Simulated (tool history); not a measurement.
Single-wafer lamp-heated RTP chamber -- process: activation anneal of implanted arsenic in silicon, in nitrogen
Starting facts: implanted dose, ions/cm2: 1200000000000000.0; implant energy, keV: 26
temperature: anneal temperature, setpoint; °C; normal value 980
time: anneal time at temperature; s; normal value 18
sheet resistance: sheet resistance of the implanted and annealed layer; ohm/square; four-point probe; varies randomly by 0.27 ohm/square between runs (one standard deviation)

| run | hour | temperature | time | read-back reference wafer on the same gauge, sheet resistance | sheet resistance |
|---|---|---|---|---|---|
| 1 | 0 | 980 | 18 | 132.05 | 109.56 |
| 2 | 6 | 980 | 18 | 131.91 | 108.78 |
| 3 | 20.3 | 980 | 18 | 132.08 | 108.72 |
| 4 | 27.3 | 980 | 18 | 132.03 | 108.89 |
| 5 | 43.1 | 980 | 18 | 132.12 | 108.4 |
| 6 | 59.4 | 980 | 18 | 132.05 | 108.17 |
| 7 | 67.2 | 980 | 23 | 131.82 | 106.92 |
| 8 | 81.4 | 980 | 23 | 131.99 | 106.58 |
| 9 | 96.6 | 1009 | 15 | 131.97 | 102.96 |
| 10 | 101.6 | 956 | 21 | 131.88 | 112.16 |
| 11 | 118.1 | 968 | 24 | 131.98 | 107.75 |
| 12 | 131.6 | 980 | 26 | 131.93 | 104.34 |
| 13 | 141.9 | 955 | 12 | 131.99 | 122.17 |
| 14 | 151.8 | 980 | 18 | 131.94 | 109.94 |
| 15 | 168.5 | 980 | 18 | 131.94 | 110.39 |
| 16 | 180.5 | 980 | 18 | 132.05 | 110.24 |
| 17 | 192.3 | 980 | 22 | 131.91 | 109.02 |

Put back what was entered between runs (4 entries, withheld): which listed runs does each sit between, and how does the hidden state differ from the listed run before to the listed run after?
Run 8 -> run 9: pyrometer window cleaned and pyrometer calibrated (hour 96.1)
  true wafer temperature minus pyrometer reading, K: 8.24 -> 14.8
  measured less the result without the state, sheet resistance: -2.1 -> -2.64 ohm/square
Run 10 -> run 11: reflector plate cleaned (hour 117.6)
  true wafer temperature minus pyrometer reading, K: 14.9 -> 15.2
  measured less the result without the state, sheet resistance: -4.82 -> -4.23 ohm/square
Run 11 -> run 12: gauge calibrated (hour 124.7)
  true wafer temperature minus pyrometer reading, K: 15.2 -> 15.5
  measured less the result without the state, sheet resistance: -4.23 -> -3.63 ohm/square
Run 12 -> run 13: pyrometer window cleaned and pyrometer calibrated, repeated, since the last time left the tool worse (hour 140.4)
  true wafer temperature minus pyrometer reading, K: 15.5 -> 1.57
  measured less the result without the state, sheet resistance: -3.63 -> -0.48 ohm/square

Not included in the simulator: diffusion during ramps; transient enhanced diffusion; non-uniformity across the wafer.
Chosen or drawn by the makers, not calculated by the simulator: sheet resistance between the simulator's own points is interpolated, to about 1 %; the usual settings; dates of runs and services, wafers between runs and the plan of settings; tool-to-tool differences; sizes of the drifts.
